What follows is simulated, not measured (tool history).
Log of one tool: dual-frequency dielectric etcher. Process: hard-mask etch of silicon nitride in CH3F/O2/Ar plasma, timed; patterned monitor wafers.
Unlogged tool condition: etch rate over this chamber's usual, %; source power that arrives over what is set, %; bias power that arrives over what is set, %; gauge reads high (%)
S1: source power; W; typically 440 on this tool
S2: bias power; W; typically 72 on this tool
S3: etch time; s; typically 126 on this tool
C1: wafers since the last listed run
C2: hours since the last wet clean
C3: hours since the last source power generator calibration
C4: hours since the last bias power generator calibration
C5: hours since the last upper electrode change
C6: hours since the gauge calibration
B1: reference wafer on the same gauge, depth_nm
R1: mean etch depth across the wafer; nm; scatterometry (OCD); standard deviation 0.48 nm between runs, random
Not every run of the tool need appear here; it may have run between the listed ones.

| run | hour | S1 | S2 | S3 | C1 | C2 | C3 | C4 | C5 | C6 | B1 | R1 |
|---|---|---|---|---|---|---|---|---|---|---|---|---|
| 1 | 0 | 400 | 72 | 138 | 0 | 586.8 | 2416.9 | 4578.4 | 3808 | 67.3 | 87.6 | 96.5 |
|  | 14.9 | wet clean of the chamber |
| 2 | 188.1 | 400 | 72 | 138 | 1620 | 173.2 | 2605 | 4766.5 | 3996.1 | 255.4 | 87.6 | 96.6 |
| 3 | 217.5 | 400 | 72 | 138 | 275 | 202.6 | 2634.4 | 4795.9 | 4025.5 | 284.8 | 87.6 | 96.7 |
| 4 | 247.3 | 440 | 68 | 126 | 278 | 232.4 | 2664.2 | 4825.7 | 4055.3 | 314.6 | 87.6 | 89.6 |
| 5 | 299.8 | 440 | 68 | 126 | 491 | 284.9 | 2716.7 | 4878.2 | 4107.8 | 367.1 | 87.6 | 91 |
| 6 | 325.1 | 480 | 72 | 126 | 236 | 310.2 | 2742 | 4903.5 | 4133.1 | 392.4 | 87.5 | 94.3 |
| 7 | 350.2 | 480 | 72 | 126 | 234 | 335.3 | 2767.1 | 4928.6 | 4158.2 | 417.5 | 87.7 | 94.5 |
| 8 | 391.1 | 480 | 72 | 126 | 382 | 376.2 | 2808 | 4969.5 | 4199.1 | 458.4 | 87.6 | 93.9 |
|  | 417 | bias power generator calibrated |
| 9 | 452.9 | 440 | 81 | 126 | 540 | 438 | 2869.8 | 35.9 | 4260.9 | 520.2 | 87.6 | 94.1 |
|  | 623.7 | wet clean of the chamber |
| 10 | 624.2 | 440 | 81 | 126 | 1378 | 0.5 | 3041.1 | 207.2 | 4432.2 | 691.5 | 87.6 | 94.8 |
| 11 | 670.3 | 440 | 85 | 126 | 431 | 46.6 | 3087.2 | 253.3 | 4478.3 | 737.6 | 87.6 | 96 |
| 12 | 728.6 | 440 | 72 | 126 | 545 | 104.9 | 3145.5 | 311.6 | 4536.6 | 795.9 | 87.5 | 91.6 |
| 13 | 789.4 | 440 | 72 | 126 | 568 | 165.7 | 3206.3 | 372.4 | 4597.4 | 856.7 | 87.5 | 91.7 |
|  | 814.7 | gauge calibrated |
|  | 819.6 | source power generator calibrated |
| 14 | 835.1 | 500 | 60 | 144 | 390 | 211.4 | 15.5 | 418.1 | 4643.1 | 20.4 | 87.6 | 105.8 |
| 15 | 906.7 | 550 | 72 | 162.5 | 669 | 283 | 87.1 | 489.7 | 4714.7 | 92 | 87.7 | 129.7 |
| 16 | 937.1 | 500 | 72 | 126 | 284 | 313.4 | 117.5 | 520.1 | 4745.1 | 122.4 | 87.6 | 96.4 |
|  | 1036.8 | upper electrode replaced |
| 17 | 1141.1 | 440 | 59 | 126 | 1684 | 517.4 | 321.5 | 724.1 | 104.3 | 326.4 | 87.5 | 87.1 |
|  | 1193.6 | wet clean of the chamber |
| 18 | 1194.1 | 440 | 67 | 93.5 | 271 | 0.5 | 374.5 | 777.1 | 157.3 | 379.4 | 87.6 | 66.5 |
| 19 | 1247.9 | 340 | 79 | 105 | 503 | 54.3 | 428.3 | 830.9 | 211.1 | 433.2 | 87.5 | 71.1 |
| 20 | 1280.9 | 540 | 72 | 111 | 308 | 87.3 | 461.3 | 863.9 | 244.1 | 466.2 | 87.5 | 87.7 |
| 21 | 1327.1 | 470 | 72 | 91.5 | 432 | 133.5 | 507.5 | 910.1 | 290.3 | 512.4 | 87.5 | 68.5 |

Consider 3 possible next runs. They are alternatives, not a sequence: every one starts from the tool as it was left by run 21. What does each give?
| A | 1327.6 | 440 | 57 | 126 | 4 | 134 | 508 | 910.6 | 290.8 | 512.9 | ? | ? |
| B | 1327.6 | 520 | 72 | 152.5 | 4 | 134 | 508 | 910.6 | 290.8 | 512.9 | ? | ? |
| C | 1327.6 | 530 | 61 | 110.5 | 4 | 134 | 508 | 910.6 | 290.8 | 512.9 | ? | ? |

| run | B1 | R1 |
|---|---|---|
| A | 87.6 | 85.9 |
| B | 87.6 | 118 |
| C | 87.6 | 82.6 |
Take away the tool's hidden state, keep each run's random variation, and the runs would have read:
| run | R1 |
|---|---|
| A | 85.9 |
| B | 118 |
| C | 82.6 |

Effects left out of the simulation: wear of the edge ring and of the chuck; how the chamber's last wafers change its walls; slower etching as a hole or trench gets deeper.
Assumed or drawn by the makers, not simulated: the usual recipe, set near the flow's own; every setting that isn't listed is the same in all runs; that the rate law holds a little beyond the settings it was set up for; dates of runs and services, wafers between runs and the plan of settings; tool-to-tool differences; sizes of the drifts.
